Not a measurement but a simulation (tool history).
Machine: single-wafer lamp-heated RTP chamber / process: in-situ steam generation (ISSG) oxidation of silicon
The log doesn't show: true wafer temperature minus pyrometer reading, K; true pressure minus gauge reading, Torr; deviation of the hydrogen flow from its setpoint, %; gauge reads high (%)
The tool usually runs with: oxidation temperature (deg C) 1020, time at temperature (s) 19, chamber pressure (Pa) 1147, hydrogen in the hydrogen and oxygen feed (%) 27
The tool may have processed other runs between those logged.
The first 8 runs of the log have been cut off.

run,hour,oxidation temperature (deg C),time at temperature (s),chamber pressure (Pa),hydrogen in the hydrogen and oxygen feed (%),wafers since the last listed run,wafers since the last pyrometer calibration,hours since the pressure gauge was zeroed,hours since the hydrogen flow controller was replaced,hours since the gauge calibration,"read-back reference wafer on the same gauge, thickness",oxide thickness on the monitor wafer (Å)
9,163.5,1020,19,1227,27,132,2514,1756.9,42.1,31.1,5.921,67.16
10,189.6,1020,19,1147,27,271,2785,1783.0,68.2,57.2,5.914,67.66
11,221.1,1001,12,1027,27,327,3113,1814.5,99.7,88.7,5.923,51.34
12,234.6,1020,19,1147,27,140,3253,1828.0,113.2,102.2,5.923,68.33
# hour 257.2: pressure gauge zeroed
13,263.1,1020,19,1147,27,213,3467,5.9,141.7,130.7,5.921,68.18
14,281.8,1014,24,1040,32,194,3661,24.6,160.4,149.4,5.919,78.62
# hour 304.9: pyrometer window cleaned and pyrometer calibrated
15,311.5,1026,19,1147,27,225,68,54.3,190.1,179.1,5.920,68.53
16,330.3,1020,19,1040,31,195,264,73.1,208.9,197.9,5.920,69.65
17,344.4,1011,27,1307,22,146,411,87.2,223.0,212.0,5.918,71.65
18,418.7,1020,19,1147,27,772,1184,161.5,297.3,286.3,5.925,67.45
19,446.1,1034,23,1080,27,285,1469,188.9,324.7,313.7,5.920,79.96
20,466.8,1020,19,1147,32,215,1684,209.6,345.4,334.4,5.920,70.60

Predict the results of run 21:
21,495.6,1020,16,1147,27,299,1984,238.4,374.2,363.2,?,?

{"run 21": {"read-back reference wafer on the same gauge, thickness": 5.918, "oxide thickness on the monitor wafer (Å)": 62.6}}
On a tool with no hidden condition, and with the same random variation, this run would have come out at oxide thickness on the monitor wafer (Å) 61.60.
